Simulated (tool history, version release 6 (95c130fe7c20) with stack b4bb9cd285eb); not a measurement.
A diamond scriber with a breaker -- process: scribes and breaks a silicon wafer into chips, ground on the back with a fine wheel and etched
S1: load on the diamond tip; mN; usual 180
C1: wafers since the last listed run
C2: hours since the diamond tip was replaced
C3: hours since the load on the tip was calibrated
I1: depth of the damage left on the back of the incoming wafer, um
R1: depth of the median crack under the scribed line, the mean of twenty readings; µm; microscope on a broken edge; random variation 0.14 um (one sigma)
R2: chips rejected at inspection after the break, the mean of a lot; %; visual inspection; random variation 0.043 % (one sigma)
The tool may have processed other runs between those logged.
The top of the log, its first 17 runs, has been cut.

| run | hour | S1 | C1 | C2 | C3 | I1 | R1 | R2 |
|---|---|---|---|---|---|---|---|---|
| 18 | 221.4 | 159 | 27 | 509.7 | 47 | 0.65 | 7.92 | 11.74 |
| 19 | 228.1 | 223 | 15 | 516.4 | 53.7 | 0.61 | 9.2 | 1.27 |
| 20 | 240.8 | 148 | 28 | 529.1 | 66.4 | 0.68 | 7.22 | 14.46 |
| 21 | 255.5 | 180 | 32 | 543.8 | 81.1 | 0.54 | 8.48 | 6.69 |
|  | 269.4 | diamond tip replaced by a new one |
| 22 | 271.5 | 128 | 31 | 2.1 | 97.1 | 0.79 | 7.92 | 10.17 |
| 23 | 284.3 | 160 | 28 | 14.9 | 109.9 | 0.68 | 8.89 | 2.97 |
| 24 | 301.9 | 143 | 39 | 32.5 | 127.5 | 0.76 | 8.5 | 6.51 |
| 25 | 315.1 | 180 | 29 | 45.7 | 140.7 | 0.39 | 9.52 | 1.37 |
| 26 | 329.8 | 232 | 32 | 60.4 | 155.4 | 0.5 | 10.65 | 2.86 |
| 27 | 347.3 | 158 | 39 | 77.9 | 172.9 | 0.5 | 8.61 | 3.76 |
| 28 | 371.2 | 180 | 53 | 101.8 | 196.8 | 0.48 | 9.06 | 1.58 |
| 29 | 388.5 | 180 | 38 | 119.1 | 214.1 | 0.46 | 9.26 | 1.82 |
| 30 | 402.6 | 226 | 31 | 133.2 | 228.2 | 0.41 | 10.49 | 1.88 |
| 31 | 410.8 | 226 | 18 | 141.4 | 236.4 | 0.43 | 10.28 | 1.74 |
| 32 | 418.7 | 180 | 17 | 149.3 | 244.3 | 0.47 | 9.11 | 1.88 |
| 33 | 436.2 | 222 | 39 | 166.8 | 261.8 | 0.36 | 10.24 | 1.38 |
| 34 | 453.2 | 202 | 38 | 183.8 | 278.8 | 0.63 | 9.65 | 1.02 |
| 35 | 463.3 | 127 | 22 | 193.9 | 288.9 | 0.32 | 7.52 | 15.11 |
| 36 | 477.9 | 180 | 32 | 208.5 | 303.5 | 0.31 | 9.2 | 2.46 |

Here are 3 independent what-if runs from the current tool condition. What would each one return?
| A | 478.6 | 180 | 1 | 209.2 | 304.2 | 0.36 | ? | ? |
| B | 478.6 | 140 | 1 | 209.2 | 304.2 | 0.36 | ? | ? |
| C | 478.6 | 165 | 1 | 209.2 | 304.2 | 0.36 | ? | ? |

| run | R1 | R2 |
|---|---|---|
| A | 9.03 | 2.17 |
| B | 7.87 | 9.39 |
| C | 8.6 | 4.03 |
With the hidden condition removed and each run's random variation left untouched, the same runs would have given:
| run | R1 | R2 |
|---|---|---|
| A | 9.82 | 0.88 |
| B | 8.56 | 4.25 |
| C | 9.36 | 1.3 |
